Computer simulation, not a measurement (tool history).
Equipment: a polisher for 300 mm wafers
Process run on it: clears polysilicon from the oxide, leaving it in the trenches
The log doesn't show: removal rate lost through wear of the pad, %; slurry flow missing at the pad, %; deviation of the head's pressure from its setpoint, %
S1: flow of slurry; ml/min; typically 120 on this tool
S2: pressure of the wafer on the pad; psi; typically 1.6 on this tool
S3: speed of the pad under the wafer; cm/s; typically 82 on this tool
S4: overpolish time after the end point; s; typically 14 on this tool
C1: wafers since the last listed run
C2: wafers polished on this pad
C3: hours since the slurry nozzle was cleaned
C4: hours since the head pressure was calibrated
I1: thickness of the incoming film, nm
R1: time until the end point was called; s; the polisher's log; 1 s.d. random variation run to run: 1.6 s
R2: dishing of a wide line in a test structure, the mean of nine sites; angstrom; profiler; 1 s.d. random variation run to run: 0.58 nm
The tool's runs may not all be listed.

{"run": 1, "hour": 0.0, "S1": 120, "S2": 1.6, "S3": 90, "S4": 10, "C1": 0, "C2": 313, "C3": 264.2, "C4": 785.5, "I1": 515.6, "R1": 86.9, "R2": 327}
{"run": 2, "hour": 18.2, "S1": 120, "S2": 1.6, "S3": 90, "S4": 10, "C1": 191, "C2": 505, "C3": 282.4, "C4": 803.7, "I1": 503.8, "R1": 85.5, "R2": 321}
{"run": 3, "hour": 32.1, "S1": 120, "S2": 1.6, "S3": 90, "S4": 10, "C1": 146, "C2": 651, "C3": 296.3, "C4": 817.6, "I1": 516.5, "R1": 85, "R2": 310}
{"run": 4, "hour": 66.9, "S1": 120, "S2": 1.6, "S3": 82, "S4": 8, "C1": 366, "C2": 1018, "C3": 331.1, "C4": 852.4, "I1": 506.1, "R1": 99.9, "R2": 261}
{"hour": 71.6, "done": "worn pad replaced by a new one"}
{"run": 5, "hour": 92.5, "S1": 120, "S2": 1.1, "S3": 82, "S4": 14, "C1": 227, "C2": 220, "C3": 356.7, "C4": 878, "I1": 516, "R1": 132.1, "R2": 314}
{"run": 6, "hour": 108.1, "S1": 120, "S2": 1.6, "S3": 90, "S4": 9, "C1": 164, "C2": 384, "C3": 372.3, "C4": 893.6, "I1": 504.2, "R1": 84.6, "R2": 302}
{"run": 7, "hour": 140.6, "S1": 120, "S2": 1.6, "S3": 90, "S4": 9, "C1": 342, "C2": 726, "C3": 404.8, "C4": 926.1, "I1": 513.6, "R1": 88, "R2": 290}
{"run": 8, "hour": 156.5, "S1": 120, "S2": 1.6, "S3": 82, "S4": 19, "C1": 167, "C2": 894, "C3": 420.7, "C4": 942, "I1": 509.8, "R1": 100.2, "R2": 370}
{"hour": 183.8, "done": "worn pad replaced by a new one"}
{"run": 9, "hour": 190.5, "S1": 120, "S2": 1.6, "S3": 82, "S4": 19, "C1": 315, "C2": 70, "C3": 454.7, "C4": 976, "I1": 508.9, "R1": 85.9, "R2": 386}
{"hour": 204.5, "done": "slurry nozzle cleaned"}
{"run": 10, "hour": 214.2, "S1": 120, "S2": 1.7, "S3": 82, "S4": 14, "C1": 238, "C2": 309, "C3": 9.7, "C4": 999.7, "I1": 509.7, "R1": 85.7, "R2": 355}
{"run": 11, "hour": 239.1, "S1": 120, "S2": 1.4, "S3": 82, "S4": 14, "C1": 262, "C2": 571, "C3": 34.6, "C4": 1024.6, "I1": 510.5, "R1": 104.7, "R2": 331}
{"run": 12, "hour": 255.1, "S1": 120, "S2": 1.6, "S3": 82, "S4": 14, "C1": 168, "C2": 739, "C3": 50.6, "C4": 1040.6, "I1": 510.4, "R1": 95, "R2": 334}
{"run": 13, "hour": 278.1, "S1": 120, "S2": 1.2, "S3": 70, "S4": 14, "C1": 242, "C2": 982, "C3": 73.6, "C4": 1063.6, "I1": 512.5, "R1": 151.8, "R2": 296}
{"hour": 307.2, "done": "worn pad replaced by a new one"}
{"run": 14, "hour": 313.3, "S1": 120, "S2": 1.6, "S3": 82, "S4": 14, "C1": 328, "C2": 63, "C3": 108.8, "C4": 1098.8, "I1": 513.8, "R1": 90.4, "R2": 355}
{"hour": 345.8, "done": "head pressure recalibrated"}
{"run": 15, "hour": 346.3, "S1": 140, "S2": 1.4, "S3": 82, "S4": 14, "C1": 326, "C2": 390, "C3": 141.8, "C4": 0.5, "I1": 499.8, "R1": 103.6, "R2": 336}
{"run": 16, "hour": 373.4, "S1": 120, "S2": 1.3, "S3": 72, "S4": 14, "C1": 285, "C2": 675, "C3": 168.9, "C4": 27.6, "I1": 511, "R1": 126.4, "R2": 305}
{"run": 17, "hour": 403.1, "S1": 120, "S2": 1.3, "S3": 100, "S4": 20, "C1": 312, "C2": 988, "C3": 198.6, "C4": 57.3, "I1": 511.6, "R1": 97.6, "R2": 372}
{"hour": 407.8, "done": "worn pad replaced by a new one"}
{"run": 18, "hour": 428.3, "S1": 110, "S2": 1.6, "S3": 82, "S4": 14, "C1": 223, "C2": 215, "C3": 223.8, "C4": 82.5, "I1": 505, "R1": 92.7, "R2": 351}
{"run": 19, "hour": 455.8, "S1": 85, "S2": 1.8, "S3": 72, "S4": 9, "C1": 289, "C2": 504, "C3": 251.3, "C4": 110, "I1": 516.1, "R1": 102.7, "R2": 272}
{"run": 20, "hour": 469.7, "S1": 130, "S2": 1, "S3": 110, "S4": 17, "C1": 146, "C2": 651, "C3": 265.2, "C4": 123.9, "I1": 513.8, "R1": 106.5, "R2": 347}
{"run": 21, "hour": 482.8, "S1": 150, "S2": 1, "S3": 82, "S4": 14, "C1": 137, "C2": 789, "C3": 278.3, "C4": 137, "I1": 507.2, "R1": 141.2, "R2": 300}
{"run": 22, "hour": 503.6, "S1": 120, "S2": 2, "S3": 82, "S4": 14, "C1": 218, "C2": 1008, "C3": 299.1, "C4": 157.8, "I1": 501.2, "R1": 81.4, "R2": 356}
{"hour": 521.3, "done": "worn pad replaced by a new one"}
{"run": 23, "hour": 535.7, "S1": 120, "S2": 1.6, "S3": 82, "S4": 14, "C1": 295, "C2": 151, "C3": 331.2, "C4": 189.9, "I1": 519.3, "R1": 88.7, "R2": 359}

Give the tool's hidden conditions for every run:
slurry flow missing at the pad, %: 0 across all the runs
deviation of the head's pressure from its setpoint, %: 0 across all the runs
H1: removal rate lost through wear of the pad, %
run=1 H1=3.04
run=2 H1=4.71
run=3 H1=5.98
run=4 H1=9.17
run=5 H1=3.96
run=6 H1=5.39
run=7 H1=8.37
run=8 H1=9.82
run=9 H1=0.806
run=10 H1=2.98
run=11 H1=5.26
run=12 H1=6.72
run=13 H1=8.83
run=14 H1=1.4
run=15 H1=4.42
run=16 H1=6.91
run=17 H1=9.62
run=18 H1=2.09
run=19 H1=4.61
run=20 H1=5.88
run=21 H1=7.08
run=22 H1=8.99
run=23 H1=1.46
